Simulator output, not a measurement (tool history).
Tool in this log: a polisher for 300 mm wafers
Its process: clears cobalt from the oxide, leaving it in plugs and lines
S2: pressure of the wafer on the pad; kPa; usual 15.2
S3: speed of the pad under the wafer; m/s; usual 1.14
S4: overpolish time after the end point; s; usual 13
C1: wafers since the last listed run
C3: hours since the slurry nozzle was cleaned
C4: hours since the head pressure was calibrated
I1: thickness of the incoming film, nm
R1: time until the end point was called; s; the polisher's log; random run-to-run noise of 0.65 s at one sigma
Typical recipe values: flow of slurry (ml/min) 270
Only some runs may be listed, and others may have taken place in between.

run 1 hour=0 | flow_of_slurry_(ml/min)=270 S2=15.2 S3=1.14 S4=13 | C1=0 wafers_polished_on_this_pad=458 C3=446.9 C4=1121.1 | I1=201.3 | R1=37.2
run 2 hour=17.4 | flow_of_slurry_(ml/min)=270 S2=15.2 S3=1.38 S4=13 | C1=170 wafers_polished_on_this_pad=629 C3=464.3 C4=1138.5 | I1=198.9 | R1=30.9
-- hour=32.2 slurry nozzle cleaned
run 3 hour=36.3 | flow_of_slurry_(ml/min)=200 S2=15.2 S3=1.14 S4=11 | C1=175 wafers_polished_on_this_pad=804 C3=4.1 C4=1157.4 | I1=197.8 | R1=38.2
run 4 hour=60 | flow_of_slurry_(ml/min)=200 S2=15.2 S3=1.14 S4=11 | C1=232 wafers_polished_on_this_pad=1037 C3=27.8 C4=1181.1 | I1=201.7 | R1=38.4
-- hour=64.6 worn pad replaced by a new one
run 5 hour=75.1 | flow_of_slurry_(ml/min)=200 S2=15.2 S3=1.14 S4=11 | C1=108 wafers_polished_on_this_pad=103 C3=42.9 C4=1196.2 | I1=203.1 | R1=37.7
run 6 hour=105.9 | flow_of_slurry_(ml/min)=270 S2=17.9 S3=1.14 S4=13 | C1=302 wafers_polished_on_this_pad=405 C3=73.7 C4=1227 | I1=196.5 | R1=29.6
run 7 hour=140.9 | flow_of_slurry_(ml/min)=270 S2=17.9 S3=1.14 S4=13 | C1=343 wafers_polished_on_this_pad=749 C3=108.7 C4=1262 | I1=201 | R1=30.9
-- hour=194.9 worn pad replaced by a new one
-- hour=222 head pressure recalibrated
run 8 hour=230 | flow_of_slurry_(ml/min)=270 S2=15.2 S3=0.86 S4=13 | C1=816 wafers_polished_on_this_pad=325 C3=197.8 C4=8 | I1=201.2 | R1=52.4
run 9 hour=257.2 | flow_of_slurry_(ml/min)=270 S2=15.2 S3=0.86 S4=13 | C1=267 wafers_polished_on_this_pad=592 C3=225 C4=35.2 | I1=199.2 | R1=55.1
run 10 hour=270.2 | flow_of_slurry_(ml/min)=270 S2=15.2 S3=0.86 S4=13 | C1=127 wafers_polished_on_this_pad=720 C3=238 C4=48.2 | I1=199.8 | R1=53.5
-- hour=301 worn pad replaced by a new one, repeated, since the last time left the tool worse
run 11 hour=301.5 | flow_of_slurry_(ml/min)=270 S2=15.2 S3=0.94 S4=13 | C1=268 wafers_polished_on_this_pad=5 C3=269.3 C4=79.5 | I1=200.6 | R1=42.6
run 12 hour=329.6 | flow_of_slurry_(ml/min)=270 S2=15.2 S3=1.28 S4=13 | C1=275 wafers_polished_on_this_pad=281 C3=297.4 C4=107.6 | I1=200.7 | R1=32.1
run 13 hour=358.9 | flow_of_slurry_(ml/min)=270 S2=15.2 S3=1.14 S4=13 | C1=287 wafers_polished_on_this_pad=568 C3=326.7 C4=136.9 | I1=203.9 | R1=36.7
run 14 hour=384.3 | flow_of_slurry_(ml/min)=270 S2=15.2 S3=1.14 S4=13 | C1=249 wafers_polished_on_this_pad=818 C3=352.1 C4=162.3 | I1=203.1 | R1=37.4
run 15 hour=413.7 | flow_of_slurry_(ml/min)=185 S2=15.2 S3=1.14 S4=13 | C1=288 wafers_polished_on_this_pad=1107 C3=381.5 C4=191.7 | I1=197.9 | R1=39.2
-- hour=425.7 worn pad replaced by a new one
-- hour=427.3 slurry nozzle cleaned
run 16 hour=441.4 | flow_of_slurry_(ml/min)=330 S2=15.2 S3=1.14 S4=13 | C1=222 wafers_polished_on_this_pad=144 C3=14.1 C4=219.4 | I1=197.9 | R1=33.8
run 17 hour=460 | flow_of_slurry_(ml/min)=360 S2=20.7 S3=0.98 S4=21 | C1=182 wafers_polished_on_this_pad=326 C3=32.7 C4=238 | I1=197.8 | R1=29.2
run 18 hour=482.9 | flow_of_slurry_(ml/min)=310 S2=17.9 S3=1.4 S4=13 | C1=224 wafers_polished_on_this_pad=551 C3=55.6 C4=260.9 | I1=201 | R1=25.4
run 19 hour=505.6 | flow_of_slurry_(ml/min)=200 S2=15.2 S3=1.14 S4=11 | C1=222 wafers_polished_on_this_pad=774 C3=78.3 C4=283.6 | I1=200.6 | R1=38.7
run 20 hour=538.8 | flow_of_slurry_(ml/min)=355 S2=17.2 S3=1.14 S4=13 | C1=326 wafers_polished_on_this_pad=1100 C3=111.5 C4=316.8 | I1=202.2 | R1=34.9
-- hour=545.2 worn pad replaced by a new one
run 21 hour=560.3 | flow_of_slurry_(ml/min)=270 S2=20.7 S3=1.38 S4=13 | C1=171 wafers_polished_on_this_pad=147 C3=133 C4=338.3 | I1=200.8 | R1=21.8
run 22 hour=590.6 | flow_of_slurry_(ml/min)=270 S2=15.2 S3=0.76 S4=13 | C1=297 wafers_polished_on_this_pad=445 C3=163.3 C4=368.6 | I1=198.1 | R1=52.7
run 23 hour=612.6 | flow_of_slurry_(ml/min)=270 S2=15.2 S3=1.14 S4=13 | C1=216 wafers_polished_on_this_pad=661 C3=185.3 C4=390.6 | I1=200.6 | R1=36.5
run 24 hour=632.2 | flow_of_slurry_(ml/min)=350 S2=20 S3=1.36 S4=13 | C1=192 wafers_polished_on_this_pad=853 C3=204.9 C4=410.2 | I1=201.4 | R1=23.8

List, for all runs, the conditions of the tool that the log does not record:
slurry flow missing at the pad, %: 0, the same for each run
deviation of the head's pressure from its setpoint, %: 0, the same for each run
H1: removal rate lost through wear of the pad, %
run=1 H1=2.06
run=2 H1=2.89
run=3 H1=4.07
run=4 H1=5.99
run=5 H1=0.19
run=6 H1=0.871
run=7 H1=2.63
run=8 H1=11.4
run=9 H1=12.5
run=10 H1=13.3
run=11 H1=0.202
run=12 H1=0.553
run=13 H1=1.64
run=14 H1=3.17
run=15 H1=5.63
run=16 H1=0.473
run=17 H1=0.869
run=18 H1=1.76
run=19 H1=3.09
run=20 H1=5.83
run=21 H1=1.19
run=22 H1=1.98
run=23 H1=3.04
run=24 H1=4.33
